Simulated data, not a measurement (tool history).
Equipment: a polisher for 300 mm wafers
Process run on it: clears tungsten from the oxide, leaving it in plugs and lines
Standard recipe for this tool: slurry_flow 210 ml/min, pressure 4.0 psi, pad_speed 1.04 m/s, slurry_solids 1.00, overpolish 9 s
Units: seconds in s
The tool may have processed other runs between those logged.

run	hour	slurry_flow	pressure	pad_speed	slurry_solids	overpolish	wafers since the last listed run	wafers polished on this pad	hours since the slurry nozzle was cleaned	hours since the head pressure was calibrated	hours since the slurry blender was calibrated	hours since the slurry got fresh peroxide	incoming thickness of the incoming film, nm	seconds
1	0.0	190	4.0	1.04	1.00	9	0	659	149.8	32.9	58.9	21.8	377.8	65.5
2	16.3	210	4.0	1.04	0.85	9	195	854	166.1	49.2	75.2	38.1	378.8	70.8
3	36.3	210	4.0	1.04	0.85	9	240	1095	186.1	69.2	95.2	58.1	378.0	74.1
4	42.6	210	4.0	1.04	0.85	9	75	1170	192.4	75.5	101.5	64.4	386.1	80.5
# hour 58.3: worn pad replaced by a new one
5	60.0	210	4.4	1.04	1.20	13	160	20	209.8	92.9	118.9	81.8	383.1	67.3
6	75.1	210	4.0	1.04	1.10	9	181	201	224.9	108.0	134.0	96.9	385.7	79.8
# hour 89.0: slurry tank refilled with fresh slurry and peroxide
7	92.1	210	4.0	1.24	1.00	5	192	393	241.9	125.0	151.0	3.1	381.7	63.8
# hour 98.5: slurry blender recalibrated
8	99.0	180	4.6	1.04	0.85	14	58	452	248.8	131.9	0.5	10.0	377.0	58.6
9	115.0	210	3.3	1.04	1.00	9	192	644	264.8	147.9	16.5	26.0	380.3	71.8
10	126.5	210	4.0	1.04	1.00	6	138	783	276.3	159.4	28.0	37.5	379.9	65.2
# hour 134.9: slurry nozzle cleaned
11	144.2	210	4.0	1.04	1.15	9	200	983	9.3	177.1	45.7	55.2	378.7	61.7
12	152.7	210	4.0	1.04	1.00	9	102	1085	17.8	185.6	54.2	63.7	375.3	64.2
# hour 161.8: worn pad replaced by a new one
13	162.3	210	4.0	1.04	1.00	9	67	5	27.4	195.2	63.8	73.3	385.1	70.7
14	164.8	210	4.0	1.36	1.25	9	30	35	29.9	197.7	66.3	75.8	377.9	53.7
15	172.5	275	4.9	0.88	1.00	9	92	128	37.6	205.4	74.0	83.5	380.1	66.5
16	183.0	210	4.0	0.72	1.00	9	126	254	48.1	215.9	84.5	94.0	387.8	97.5
# hour 186.9: slurry tank refilled with fresh slurry and peroxide
17	190.7	210	5.0	1.04	1.00	4	80	334	55.8	223.6	92.2	3.8	385.1	58.5
18	239.1	185	4.0	1.04	1.00	7	581	916	104.2	272.0	140.6	52.2	376.6	76.6
# hour 241.1: slurry blender recalibrated
19	246.9	210	4.0	1.04	1.00	9	69	985	112.0	279.8	5.8	60.0	377.6	65.9
20	255.5	210	4.0	1.04	1.00	9	103	1089	120.6	288.4	14.4	68.6	381.1	66.6
# hour 272.4: worn pad replaced by a new one
21	272.9	210	4.0	1.04	1.00	9	160	5	138.0	305.8	31.8	86.0	379.4	71.8
22	285.9	210	4.8	0.78	1.15	9	156	161	151.0	318.8	44.8	99.0	384.2	75.2
23	293.0	210	4.0	1.04	1.00	9	85	247	158.1	325.9	51.9	106.1	376.4	74.2
# hour 297.5: slurry tank refilled with fresh slurry and peroxide
24	304.6	210	4.0	1.04	1.00	9	127	374	169.7	337.5	63.5	7.1	376.5	67.0
25	317.1	230	4.0	1.04	1.00	9	150	524	182.2	350.0	76.0	19.6	384.0	66.3

Each row is a separate what-if for the run after 25, all from the same tool condition, not one after another. Results?
A	317.5	210	4.0	1.04	1.00	9	4	529	182.6	350.4	76.4	20.0	379.0	?
B	317.5	190	4.4	0.94	1.15	9	4	529	182.6	350.4	76.4	20.0	379.0	?
C	317.5	210	3.3	1.04	1.20	11	4	529	182.6	350.4	76.4	20.0	379.0	?
D	317.5	210	5.0	1.04	1.00	9	4	529	182.6	350.4	76.4	20.0	379.0	?
E	317.5	210	4.0	0.82	1.00	9	4	529	182.6	350.4	76.4	20.0	379.0	?

run	seconds
A	64.4
B	61.2
C	71.0
D	53.3
E	75.3
Without the tool's hidden state the same runs would have given:
run	seconds
A	59.2
B	56.2
C	65.1
D	49.0
E	69.2
